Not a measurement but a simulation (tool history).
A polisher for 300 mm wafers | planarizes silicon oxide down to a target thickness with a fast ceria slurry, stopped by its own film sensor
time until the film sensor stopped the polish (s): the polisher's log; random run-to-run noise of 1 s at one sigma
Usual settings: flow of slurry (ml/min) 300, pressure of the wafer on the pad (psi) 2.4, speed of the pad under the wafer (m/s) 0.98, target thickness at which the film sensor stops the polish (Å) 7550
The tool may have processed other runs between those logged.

run	hour	flow of slurry (ml/min)	pressure of the wafer on the pad (psi)	speed of the pad under the wafer (m/s)	target thickness at which the film sensor stops the polish (Å)	wafers since the last listed run	wafers polished on this pad	hours since the slurry nozzle was cleaned	hours since the head pressure was calibrated	incoming thickness of the incoming film, nm	time until the film sensor stopped the polish (s)
1	0.0	300	2.4	0.98	7550	0	787	468.8	795.0	1625.9	70.2
# hour 4.2: worn pad replaced by a new one
2	6.8	300	2.4	0.98	7550	22	21	475.6	801.8	1631.5	63.1
3	14.6	300	2.4	0.98	7550	63	84	483.4	809.6	1659.3	64.8
4	25.7	300	2.4	0.98	7550	90	175	494.5	820.7	1615.0	62.0
5	42.1	300	2.4	0.98	7550	133	309	510.9	837.1	1602.4	65.3
6	54.4	300	2.4	0.98	7550	100	409	523.2	849.4	1635.0	67.8
7	60.7	300	2.4	0.98	7550	51	461	529.5	855.7	1637.8	68.6
8	70.2	300	2.4	0.98	7550	77	538	539.0	865.2	1613.9	65.6
# hour 87.6: worn pad replaced by a new one
9	120.6	300	2.4	0.98	7550	378	269	589.4	915.6	1629.2	65.3
10	129.2	300	2.4	0.98	7550	70	339	598.0	924.2	1632.0	67.7
11	140.8	300	1.8	0.98	7550	94	434	609.6	935.8	1645.3	92.9
12	156.2	300	1.8	0.98	7550	125	559	625.0	951.2	1627.5	88.6
13	173.2	300	1.8	0.98	7550	138	698	642.0	968.2	1636.1	95.3
# hour 178.2: worn pad replaced by a new one
14	189.9	345	2.4	0.98	7550	103	95	658.7	984.9	1621.7	61.8
15	198.0	300	2.7	0.98	7550	66	162	666.8	993.0	1611.6	55.6
16	211.4	300	2.4	0.98	6660	109	271	680.2	1006.4	1640.6	73.0
# hour 218.3: head pressure recalibrated
17	223.5	300	2.4	0.98	9050	82	353	692.3	5.2	1657.7	59.6
# hour 225.6: slurry nozzle cleaned
18	230.2	300	2.4	0.98	9050	46	400	4.6	11.9	1645.6	57.7
19	240.8	205	2.4	0.98	5100	86	487	15.2	22.5	1630.2	92.2
20	247.6	300	2.4	0.98	6350	55	542	22.0	29.3	1621.5	80.0
21	258.4	300	2.4	0.98	5560	88	630	32.8	40.1	1629.2	84.2
# hour 266.5: worn pad replaced by a new one
22	268.7	365	2.8	0.98	9150	51	18	43.1	50.4	1603.5	41.3
23	286.5	300	2.4	1.08	6610	145	163	60.9	68.2	1620.7	64.5
24	302.8	300	2.4	0.98	4780	133	296	77.2	84.5	1597.6	83.9
25	318.6	300	2.4	0.98	6350	129	425	93.0	100.3	1609.5	75.7
26	333.9	300	3.0	0.98	7550	124	550	108.3	115.6	1649.1	55.1
27	341.5	400	2.6	0.78	5340	62	612	115.9	123.2	1642.9	90.5
# hour 350.9: worn pad replaced by a new one
28	355.0	360	2.4	0.80	5960	77	33	129.4	136.7	1647.0	85.3
29	363.6	300	3.1	0.84	9530	70	103	138.0	145.3	1659.4	44.6
30	379.5	370	2.7	1.12	10570	129	233	153.9	161.2	1639.0	33.8
31	397.1	300	2.4	0.98	7550	143	377	171.5	178.8	1630.5	64.8
32	405.8	300	2.4	0.98	7550	71	448	180.2	187.5	1627.5	66.5
33	412.5	360	2.4	0.66	8960	54	503	186.9	194.2	1631.1	77.0
34	420.5	300	2.4	0.98	7550	65	568	194.9	202.2	1629.7	68.8
35	428.0	300	2.4	0.98	7550	61	629	202.4	209.7	1620.2	69.4
# hour 440.0: worn pad replaced by a new one
36	440.5	300	2.0	0.98	6320	69	3	214.9	222.2	1638.8	88.6
37	445.7	300	2.4	0.98	7550	42	46	220.1	227.4	1625.8	63.8

Take each entry between the runs: how does the hidden state at the last listed run before it differ from the hidden state at the first listed run after it?
Run 1 -> run 2: worn pad replaced by a new one (hour 4.2)
  removal rate lost through wear of the pad, %: 12.7 -> 0.773
  measured less the result without the state, time until the film sensor stopped the polish (s): +8.9 -> +0.4
Run 8 -> run 9: worn pad replaced by a new one (hour 87.6)
  removal rate lost through wear of the pad, %: 8.73 -> 5.94
  measured less the result without the state, time until the film sensor stopped the polish (s): +5.8 -> +3.9
Run 13 -> run 14: worn pad replaced by a new one (hour 178.2)
  removal rate lost through wear of the pad, %: 12.5 -> 2.35
  measured less the result without the state, time until the film sensor stopped the polish (s): +12.0 -> +1.5
Run 16 -> run 17: head pressure recalibrated (hour 218.3)
  removal rate lost through wear of the pad, %: 5.05 -> 6.57
  measured less the result without the state, time until the film sensor stopped the polish (s): +3.7 -> +3.9
Run 17 -> run 18: slurry nozzle cleaned (hour 225.6)
  removal rate lost through wear of the pad, %: 6.57 -> 7.41
  measured less the result without the state, time until the film sensor stopped the polish (s): +3.9 -> +4.2
Run 21 -> run 22: worn pad replaced by a new one (hour 266.5)
  removal rate lost through wear of the pad, %: 10.9 -> 1.04
  measured less the result without the state, time until the film sensor stopped the polish (s): +9.3 -> +0.5
Run 27 -> run 28: worn pad replaced by a new one (hour 350.9)
  removal rate lost through wear of the pad, %: 10.2 -> 0.585
  measured less the result without the state, time until the film sensor stopped the polish (s): +9.2 -> +0.5
Run 35 -> run 36: worn pad replaced by a new one (hour 440.0)
  removal rate lost through wear of the pad, %: 9.75 -> 1.7
  measured less the result without the state, time until the film sensor stopped the polish (s): +6.8 -> +1.5
